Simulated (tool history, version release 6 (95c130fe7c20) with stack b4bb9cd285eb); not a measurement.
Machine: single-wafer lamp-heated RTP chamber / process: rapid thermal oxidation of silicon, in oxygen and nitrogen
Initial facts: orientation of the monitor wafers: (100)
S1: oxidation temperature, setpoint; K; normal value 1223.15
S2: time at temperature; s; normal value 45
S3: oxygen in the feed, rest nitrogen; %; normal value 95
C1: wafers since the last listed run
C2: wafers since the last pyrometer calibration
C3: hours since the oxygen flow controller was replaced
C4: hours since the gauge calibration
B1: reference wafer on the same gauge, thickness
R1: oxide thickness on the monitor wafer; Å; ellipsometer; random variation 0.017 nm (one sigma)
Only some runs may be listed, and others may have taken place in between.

{"run": 1, "hour": 0.0, "S1": 1223.15, "S2": 45, "S3": 95, "C1": 0, "C2": 4838, "C3": 5656.5, "C4": 725.7, "B1": 3.488, "R1": 32.97}
{"run": 2, "hour": 71.2, "S1": 1223.15, "S2": 45, "S3": 95, "C1": 671, "C2": 5509, "C3": 5727.7, "C4": 796.9, "B1": 3.495, "R1": 33.51}
{"run": 3, "hour": 120.2, "S1": 1223.15, "S2": 45, "S3": 95, "C1": 461, "C2": 5971, "C3": 5776.7, "C4": 845.9, "B1": 3.491, "R1": 33.43}
{"run": 4, "hour": 175.5, "S1": 1223.15, "S2": 45, "S3": 95, "C1": 521, "C2": 6492, "C3": 5832, "C4": 901.2, "B1": 3.477, "R1": 33.47}
{"run": 5, "hour": 202.3, "S1": 1223.15, "S2": 45, "S3": 95, "C1": 252, "C2": 6744, "C3": 5858.8, "C4": 928, "B1": 3.491, "R1": 33.7}
{"run": 6, "hour": 230.5, "S1": 1223.15, "S2": 55, "S3": 95, "C1": 265, "C2": 7010, "C3": 5887, "C4": 956.2, "B1": 3.487, "R1": 36.18}
{"hour": 269.2, "done": "pyrometer window cleaned and pyrometer calibrated"}
{"run": 7, "hour": 273.9, "S1": 1223.15, "S2": 55, "S3": 95, "C1": 333, "C2": 43, "C3": 5930.4, "C4": 999.6, "B1": 3.493, "R1": 37.15}
{"run": 8, "hour": 299.0, "S1": 1223.15, "S2": 45, "S3": 95, "C1": 236, "C2": 280, "C3": 5955.5, "C4": 1024.7, "B1": 3.493, "R1": 34.69}
{"run": 9, "hour": 339.4, "S1": 1223.15, "S2": 45, "S3": 95, "C1": 380, "C2": 661, "C3": 5995.9, "C4": 1065.1, "B1": 3.482, "R1": 34.81}
{"run": 10, "hour": 378.2, "S1": 1223.15, "S2": 45, "S3": 95, "C1": 365, "C2": 1027, "C3": 6034.7, "C4": 1103.9, "B1": 3.495, "R1": 34.47}
{"run": 11, "hour": 426.5, "S1": 1223.15, "S2": 45, "S3": 95, "C1": 455, "C2": 1482, "C3": 6083, "C4": 1152.2, "B1": 3.488, "R1": 34.6}
{"run": 12, "hour": 506.7, "S1": 1223.15, "S2": 45, "S3": 95, "C1": 755, "C2": 2238, "C3": 6163.2, "C4": 1232.4, "B1": 3.493, "R1": 34.78}
{"run": 13, "hour": 543.2, "S1": 1235.15, "S2": 28, "S3": 95, "C1": 344, "C2": 2582, "C3": 6199.7, "C4": 1268.9, "B1": 3.489, "R1": 31.65}
{"run": 14, "hour": 576.4, "S1": 1235.15, "S2": 28, "S3": 95, "C1": 312, "C2": 2895, "C3": 6232.9, "C4": 1302.1, "B1": 3.493, "R1": 31.7}
{"run": 15, "hour": 615.9, "S1": 1214.15, "S2": 36, "S3": 98, "C1": 372, "C2": 3267, "C3": 6272.4, "C4": 1341.6, "B1": 3.501, "R1": 30.67}
{"run": 16, "hour": 656.3, "S1": 1223.15, "S2": 61, "S3": 86, "C1": 380, "C2": 3648, "C3": 6312.8, "C4": 1382, "B1": 3.483, "R1": 38.25}
{"hour": 700.3, "done": "pyrometer window cleaned and pyrometer calibrated, repeated, since the last time left the tool worse"}
{"hour": 713.1, "done": "gauge calibrated"}
{"run": 17, "hour": 724.2, "S1": 1223.15, "S2": 45, "S3": 95, "C1": 564, "C2": 225, "C3": 6380.7, "C4": 11.1, "B1": 3.487, "R1": 32.59}
{"run": 18, "hour": 772.1, "S1": 1242.15, "S2": 25, "S3": 95, "C1": 451, "C2": 676, "C3": 6428.6, "C4": 59, "B1": 3.477, "R1": 29.76}
{"run": 19, "hour": 805.3, "S1": 1223.15, "S2": 52, "S3": 95, "C1": 312, "C2": 989, "C3": 6461.8, "C4": 92.2, "B1": 3.49, "R1": 34.26}
{"hour": 821.4, "done": "oxygen flow controller replaced"}
{"run": 20, "hour": 849.8, "S1": 1223.15, "S2": 45, "S3": 95, "C1": 344, "C2": 1333, "C3": 28.4, "C4": 136.7, "B1": 3.492, "R1": 32.81}
{"run": 21, "hour": 883.0, "S1": 1245.15, "S2": 29, "S3": 95, "C1": 312, "C2": 1646, "C3": 61.6, "C4": 169.9, "B1": 3.489, "R1": 32.02}
{"run": 22, "hour": 981.1, "S1": 1223.15, "S2": 45, "S3": 95, "C1": 924, "C2": 2571, "C3": 159.7, "C4": 268, "B1": 3.492, "R1": 32.83}
{"run": 23, "hour": 1046.6, "S1": 1238.15, "S2": 58, "S3": 95, "C1": 617, "C2": 3188, "C3": 225.2, "C4": 333.5, "B1": 3.489, "R1": 40.66}
{"run": 24, "hour": 1081.8, "S1": 1201.15, "S2": 45, "S3": 95, "C1": 331, "C2": 3520, "C3": 260.4, "C4": 368.7, "B1": 3.496, "R1": 28.91}
{"run": 25, "hour": 1119.7, "S1": 1223.15, "S2": 38, "S3": 95, "C1": 357, "C2": 3877, "C3": 298.3, "C4": 406.6, "B1": 3.486, "R1": 31.11}
{"run": 26, "hour": 1154.1, "S1": 1223.15, "S2": 45, "S3": 95, "C1": 324, "C2": 4201, "C3": 332.7, "C4": 441, "B1": 3.493, "R1": 33.28}
{"run": 27, "hour": 1200.6, "S1": 1200.15, "S2": 59, "S3": 98, "C1": 438, "C2": 4640, "C3": 379.2, "C4": 487.5, "B1": 3.493, "R1": 31.83}
{"run": 28, "hour": 1226.3, "S1": 1223.15, "S2": 45, "S3": 95, "C1": 242, "C2": 4882, "C3": 404.9, "C4": 513.2, "B1": 3.482, "R1": 33.23}
{"run": 29, "hour": 1286.0, "S1": 1210.15, "S2": 51, "S3": 86, "C1": 562, "C2": 5445, "C3": 464.6, "C4": 572.9, "B1": 3.493, "R1": 31.31}
{"run": 30, "hour": 1310.6, "S1": 1203.15, "S2": 57, "S3": 98, "C1": 231, "C2": 5677, "C3": 489.2, "C4": 597.5, "B1": 3.493, "R1": 32.13}
{"run": 31, "hour": 1338.0, "S1": 1201.15, "S2": 45, "S3": 95, "C1": 258, "C2": 5935, "C3": 516.6, "C4": 624.9, "B1": 3.484, "R1": 29.2}
{"run": 32, "hour": 1368.6, "S1": 1223.15, "S2": 45, "S3": 95, "C1": 288, "C2": 6223, "C3": 547.2, "C4": 655.5, "B1": 3.495, "R1": 33.26}
{"run": 33, "hour": 1413.5, "S1": 1251.15, "S2": 25, "S3": 68, "C1": 423, "C2": 6646, "C3": 592.1, "C4": 700.4, "B1": 3.486, "R1": 28.99}
{"run": 34, "hour": 1484.9, "S1": 1240.15, "S2": 31, "S3": 80, "C1": 673, "C2": 7319, "C3": 663.5, "C4": 771.8, "B1": 3.484, "R1": 30.75}
{"run": 35, "hour": 1523.5, "S1": 1223.15, "S2": 39, "S3": 95, "C1": 363, "C2": 7683, "C3": 702.1, "C4": 810.4, "B1": 3.495, "R1": 31.47}
{"hour": 1541.4, "done": "pyrometer window cleaned and pyrometer calibrated"}
{"run": 36, "hour": 1574.6, "S1": 1213.15, "S2": 45, "S3": 98, "C1": 406, "C2": 312, "C3": 753.2, "C4": 861.5, "B1": 3.489, "R1": 30.49}
{"run": 37, "hour": 1614.5, "S1": 1223.15, "S2": 45, "S3": 98, "C1": 376, "C2": 689, "C3": 793.1, "C4": 901.4, "B1": 3.494, "R1": 33.06}
{"run": 38, "hour": 1719.2, "S1": 1233.15, "S2": 45, "S3": 95, "C1": 986, "C2": 1675, "C3": 897.8, "C4": 1006.1, "B1": 3.497, "R1": 34.85}

Below are 4 alternative next runs, each starting from the tool's condition after run 38. Predict each:
{"run": "A", "hour": 1719.6, "S1": 1223.15, "S2": 45, "S3": 95, "C1": 3, "C2": 1679, "C3": 898.2, "C4": 1006.5, "B1": "?", "R1": "?"}
{"run": "B", "hour": 1719.6, "S1": 1215.15, "S2": 45, "S3": 95, "C1": 3, "C2": 1679, "C3": 898.2, "C4": 1006.5, "B1": "?", "R1": "?"}
{"run": "C", "hour": 1719.6, "S1": 1197.15, "S2": 45, "S3": 73, "C1": 3, "C2": 1679, "C3": 898.2, "C4": 1006.5, "B1": "?", "R1": "?"}
{"run": "D", "hour": 1719.6, "S1": 1231.15, "S2": 37, "S3": 70, "C1": 3, "C2": 1679, "C3": 898.2, "C4": 1006.5, "B1": "?", "R1": "?"}

run=A B1=3.484 R1=32.92
run=B B1=3.484 R1=31.25
run=C B1=3.484 R1=26.45
run=D B1=3.484 R1=29.64
Stripped of hidden state, with their random variation kept, the same runs would have yielded:
run=A R1=32.34
run=B R1=30.72
run=C R1=26.1
run=D R1=29.18
